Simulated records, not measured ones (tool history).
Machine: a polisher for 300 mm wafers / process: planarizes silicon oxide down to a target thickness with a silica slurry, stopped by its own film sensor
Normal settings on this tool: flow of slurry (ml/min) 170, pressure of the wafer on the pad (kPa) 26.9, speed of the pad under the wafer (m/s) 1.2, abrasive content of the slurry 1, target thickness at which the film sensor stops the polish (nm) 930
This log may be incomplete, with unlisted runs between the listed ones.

| run | hour | flow of slurry (ml/min) | pressure of the wafer on the pad (kPa) | speed of the pad under the wafer (m/s) | abrasive content of the slurry | target thickness at which the film sensor stops the polish (nm) | incoming thickness of the incoming film, nm | time until the film sensor stopped the polish (s) |
|---|---|---|---|---|---|---|---|---|
| 1 | 0 | 170 | 26.9 | 0.98 | 1 | 930 | 1239.6 | 125.3 |
| 2 | 40 | 170 | 26.9 | 1.2 | 1 | 930 | 1231.3 | 105.8 |
|  | 82.8 | conditioning disc replaced and pad reconditioned |
|  | 128.5 | slurry nozzle cleaned |
| 3 | 133.1 | 170 | 26.9 | 1.2 | 1 | 930 | 1232.9 | 92.8 |
|  | 196.3 | slurry blender recalibrated |
| 4 | 209.8 | 170 | 26.9 | 1.2 | 1 | 930 | 1229.7 | 99.2 |
| 5 | 307.6 | 170 | 26.9 | 1.2 | 1 | 930 | 1243.7 | 107.4 |
| 6 | 369.1 | 170 | 26.9 | 1.2 | 1 | 930 | 1243.6 | 104.8 |
| 7 | 415.8 | 170 | 26.9 | 1.2 | 0.9 | 930 | 1221.4 | 104.7 |
| 8 | 462.8 | 170 | 26.9 | 1.2 | 0.9 | 930 | 1219.7 | 107.3 |
|  | 534.8 | worn pad replaced by a new one |
|  | 535.4 | conditioning disc replaced and pad reconditioned |
| 9 | 562 | 170 | 26.9 | 1.2 | 0.9 | 930 | 1219.1 | 92.7 |
|  | 582.8 | slurry nozzle cleaned |
| 10 | 642.8 | 170 | 26.9 | 1.2 | 1.15 | 930 | 1242.2 | 97.1 |
|  | 688.4 | slurry blender recalibrated |
| 11 | 724.7 | 170 | 26.9 | 0.86 | 1.25 | 930 | 1250.2 | 126.1 |
|  | 1003.6 | head pressure recalibrated |
|  | 1017.3 | conditioning disc replaced and pad reconditioned |
|  | 1019.4 | slurry nozzle cleaned |
| 12 | 1042 | 170 | 26.9 | 1.2 | 0.9 | 930 | 1229.9 | 103.2 |
|  | 1101.7 | worn pad replaced by a new one |
| 13 | 1107.6 | 170 | 26.9 | 1.2 | 0.75 | 930 | 1231.9 | 111.3 |
|  | 1170.7 | slurry blender recalibrated |
| 14 | 1242.2 | 170 | 26.9 | 1.2 | 1 | 930 | 1248.8 | 111 |
| 15 | 1286.2 | 170 | 26.9 | 0.92 | 1 | 930 | 1239 | 132.9 |
| 16 | 1326.7 | 170 | 26.9 | 1.2 | 1 | 828 | 1212.4 | 135.4 |
| 17 | 1373.6 | 120 | 26.9 | 1.2 | 1.1 | 995 | 1234.1 | 88.1 |
| 18 | 1442.9 | 170 | 26.9 | 1.2 | 1 | 930 | 1237.8 | 112.2 |
|  | 1505.3 | slurry nozzle cleaned |
|  | 1544.3 | worn pad replaced by a new one |
| 19 | 1548.8 | 170 | 26.9 | 1.04 | 0.75 | 1009 | 1246.5 | 110.3 |
|  | 1562.6 | conditioning disc replaced and pad reconditioned |
| 20 | 1647.5 | 115 | 31.7 | 1.5 | 0.7 | 930 | 1234.1 | 94.3 |
|  | 1657.7 | slurry blender recalibrated |
| 21 | 1720.6 | 140 | 17.9 | 1.4 | 1 | 930 | 1218.3 | 108 |
|  | 1764 | head pressure recalibrated |
| 22 | 1818.1 | 110 | 26.9 | 1.2 | 1 | 930 | 1242.6 | 112.1 |
| 23 | 1902.1 | 145 | 20.7 | 1.2 | 1 | 930 | 1235.7 | 123.9 |
|  | 1953.2 | slurry nozzle cleaned |
| 24 | 2002.2 | 145 | 31 | 0.8 | 0.7 | 930 | 1242.1 | 160.4 |
|  | 2078.1 | conditioning disc replaced and pad reconditioned |
| 25 | 2097.2 | 170 | 32.4 | 1.2 | 1 | 930 | 1216.2 | 79.6 |
|  | 2122.2 | worn pad replaced by a new one |
| 26 | 2136.9 | 170 | 35.9 | 1.02 | 1.25 | 886 | 1220 | 91.6 |

For some of the steps in time until the film sensor stopped the polish (s) from one run to the next: how much would appear even if the tool had no hidden state, given the settings, what came in and random variation, and how much remains for the hidden state plus any gauge scatter that the measured result and the result without hidden state don't share?
What the log doesn't record here: removal rate lost through wear of the pad, %; slurry flow missing at the pad, %; deviation of the head's pressure from its setpoint, %; abrasive missing from the slurry, %; time polished since the conditioner stopped cutting, s.
Run 16 -> 17: flow of slurry (ml/min) 170 -> 120, abrasive content of the slurry 1 -> 1.1, target thickness at which the film sensor stops the polish (nm) 828 -> 995. time until the film sensor stopped the polish (s) -47.3: hidden state -4.9, all else -42.4.
Run 19 -> 20: flow of slurry (ml/min) 170 -> 115, pressure of the wafer on the pad (kPa) 26.9 -> 31.7, speed of the pad under the wafer (m/s) 1.04 -> 1.5, abrasive content of the slurry 0.75 -> 0.7, target thickness at which the film sensor stops the polish (nm) 1009 -> 930, conditioning disc replaced and pad reconditioned. time until the film sensor stopped the polish (s) -16: hidden state -12.5, all else -3.5.
Run 24 -> 25: flow of slurry (ml/min) 145 -> 170, pressure of the wafer on the pad (kPa) 31 -> 32.4, speed of the pad under the wafer (m/s) 0.8 -> 1.2, abrasive content of the slurry 0.7 -> 1, conditioning disc replaced and pad reconditioned. time until the film sensor stopped the polish (s) -80.8: hidden state -13.2, all else -67.6.
